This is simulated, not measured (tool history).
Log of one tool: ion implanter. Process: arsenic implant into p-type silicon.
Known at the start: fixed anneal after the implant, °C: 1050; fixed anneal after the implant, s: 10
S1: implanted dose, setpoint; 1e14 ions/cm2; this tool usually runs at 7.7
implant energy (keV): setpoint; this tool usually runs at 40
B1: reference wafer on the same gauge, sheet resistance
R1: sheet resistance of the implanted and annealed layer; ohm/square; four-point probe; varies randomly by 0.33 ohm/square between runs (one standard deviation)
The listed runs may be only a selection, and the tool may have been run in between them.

Run 1, hour 0: usual settings but implant energy (keV) 34.5; B1 151.99. Result: R1 143.6 ohm/square.
Run 2, hour 35.2: usual settings but implant energy (keV) 34.5; B1 152.07. Result: R1 143.14 ohm/square.
Run 3, hour 63.4: usual settings but implant energy (keV) 34.5; B1 151.87. Result: R1 143.31 ohm/square.
Run 4, hour 78.1: usual settings but implant energy (keV) 35.5; B1 152.05. Result: R1 142.92 ohm/square.
Run 5, hour 104.6: usual settings but implant energy (keV) 35.5; B1 151.94. Result: R1 143.49 ohm/square.
Run 6, hour 120.9: usual settings but S1 9.21 1e14 ions/cm2; B1 152.05. Result: R1 122.94 ohm/square.
Run 7, hour 142.2: usual settings; B1 152.06. Result: R1 140.12 ohm/square.
Run 8, hour 159.2: usual settings; B1 151.85. Result: R1 140.54 ohm/square.
Run 9, hour 180: usual settings; B1 151.98. Result: R1 139.54 ohm/square.
Run 10, hour 197.2: usual settings; B1 151.93. Result: R1 140.43 ohm/square.
Run 11, hour 230: usual settings; B1 152.14. Result: R1 140.61 ohm/square.
Run 12, hour 258.1: usual settings but S1 7 1e14 ions/cm2; B1 152.07. Result: R1 150.72 ohm/square.
Run 13, hour 273: usual settings but S1 7 1e14 ions/cm2; B1 152. Result: R1 150.75 ohm/square.
Run 14, hour 306.1: usual settings but implant energy (keV) 26.5; B1 151.96. Result: R1 150.81 ohm/square.
Run 15, hour 320.6: usual settings but S1 6.53 1e14 ions/cm2, implant energy (keV) 34; B1 151.98. Result: R1 163.62 ohm/square.
Run 16, hour 334.8: usual settings but S1 6.39 1e14 ions/cm2, implant energy (keV) 47.5; B1 151.98. Result: R1 157.97 ohm/square.
Run 17, hour 363.6: usual settings but S1 9.31 1e14 ions/cm2, implant energy (keV) 46.5; B1 152.11. Result: R1 120.13 ohm/square.
Run 18, hour 389.9: usual settings but S1 6.73 1e14 ions/cm2, implant energy (keV) 35.5; B1 152.04. Result: R1 154.41 ohm/square.
Run 19, hour 414.2: usual settings but S1 6.3 1e14 ions/cm2, implant energy (keV) 53; B1 152.05. Result: R1 153.14 ohm/square.
Run 20, hour 438.7: usual settings; B1 151.96. Result: R1 136.88 ohm/square.
Run 21, hour 452.5: usual settings; B1 152.04. Result: R1 137.55 ohm/square.
Run 22, hour 474.4: usual settings but implant energy (keV) 35.5; B1 151.84. Result: R1 139.98 ohm/square.
Run 23, hour 504.6: usual settings but S1 8.78 1e14 ions/cm2; B1 151.98. Result: R1 124.52 ohm/square.
Run 24, hour 523.3: usual settings but S1 6.54 1e14 ions/cm2; B1 152.01. Result: R1 154.86 ohm/square.
Run 25, hour 556: usual settings but S1 6.76 1e14 ions/cm2, implant energy (keV) 46.5; B1 151.9. Result: R1 146.88 ohm/square.
Run 26, hour 571.6: usual settings but S1 8.71 1e14 ions/cm2, implant energy (keV) 51.5; B1 151.96. Result: R1 120.97 ohm/square.
Run 27, hour 601.5: usual settings; B1 152.03. Result: R1 137.54 ohm/square.

Put back what was entered between runs (4 entries, withheld): which listed runs does each sit between, and how does the hidden state differ from the listed run before to the listed run after?
In the gap between runs 1 and 2: gauge calibrated (hour 22.9)
  deviation of the true dose from the Faraday cup's reading, %: -3.08 -> -3.16
  measured less the result without the state, R1: +3.21 -> +3.29 ohm/square
In the gap between runs 17 and 18: Faraday cup replaced and dose calibrated (hour 389.4)
  deviation of the true dose from the Faraday cup's reading, %: -3.95 -> -0.0961
  measured less the result without the state, R1: +3.38 -> +0.11 ohm/square
In the gap between runs 20 and 21: gauge calibrated (hour 440.7)
  deviation of the true dose from the Faraday cup's reading, %: -0.213 -> -0.246
  measured less the result without the state, R1: +0.22 -> +0.25 ohm/square
In the gap between runs 21 and 22: extraction supply calibrated (hour 467)
  deviation of the true dose from the Faraday cup's reading, %: -0.246 -> -0.299
  measured less the result without the state, R1: +0.25 -> +0.3 ohm/square
